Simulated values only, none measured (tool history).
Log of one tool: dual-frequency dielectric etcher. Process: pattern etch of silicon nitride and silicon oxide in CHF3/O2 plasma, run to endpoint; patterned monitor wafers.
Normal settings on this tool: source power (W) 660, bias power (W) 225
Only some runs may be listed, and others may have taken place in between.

run	day	source power (W)	bias power (W)	incoming incoming film thickness, nm	endpoint time (s)
1	0.000	660	225	153.2	87.9
# day 2.354: wet clean of the chamber
2	10.025	660	225	153.3	88.1
3	11.658	660	257	153.9	84.2
4	13.338	660	257	153.6	83.8
5	15.250	660	257	153.2	83.8
6	19.167	660	225	154.5	88.2
# day 22.712: wet clean of the chamber
7	23.421	660	225	154.4	89.5
8	26.142	660	225	152.9	88.0
9	29.992	660	225	153.6	87.9
10	33.583	660	225	152.0	86.3
11	36.567	660	225	154.7	88.5
12	38.650	660	225	154.4	87.7
# day 42.438: wet clean of the chamber
13	42.458	660	225	152.7	86.8
14	44.433	610	225	151.6	88.6
15	46.438	610	225	153.0	90.1
16	49.450	660	225	153.5	87.3
17	53.079	660	225	152.4	87.2
18	56.283	660	225	152.6	86.3
19	61.550	660	225	152.7	86.3
# day 63.888: source power generator calibrated
# day 67.292: wet clean of the chamber
# day 67.975: bias power generator calibrated
20	73.000	580	199	152.8	99.1
21	75.771	530	201	154.5	105.3
22	79.204	770	225	154.2	83.6
23	82.638	580	202	153.4	98.6
24	85.346	660	225	154.0	89.9
# day 87.933: wet clean of the chamber
25	88.846	550	184	151.9	104.9
# day 92.042: upper electrode replaced
26	92.062	660	225	153.7	89.3
27	94.829	660	225	153.4	89.4
28	97.492	790	248	152.8	78.3
29	101.358	500	265	153.4	97.4
30	104.229	590	276	153.9	87.5
31	107.146	580	250	152.5	90.3
# day 108.358: wet clean of the chamber
32	109.121	750	180	154.2	91.3
33	111.638	660	225	152.9	88.4
34	115.600	660	225	152.9	88.7

What was the tool's hidden state at every run in the log?
etch rate over this chamber's usual, %: 0 in every run
bias power that arrives over what is set, %: 0 in every run
H1: source power that arrives over what is set, %
run	H1
1	2.3
2	2.74
3	2.82
4	2.9
5	2.99
6	3.19
7	3.41
8	3.55
9	3.76
10	3.96
11	4.13
12	4.25
13	4.48
14	4.6
15	4.73
16	4.91
17	5.15
18	5.36
19	5.71
20	-0.398
21	-0.385
22	-0.365
23	-0.34
24	-0.317
25	-0.283
26	-0.246
27	-0.211
28	-0.175
29	-0.116
30	-0.0688
31	-0.0169
32	0.0203
33	0.0701
34	0.154
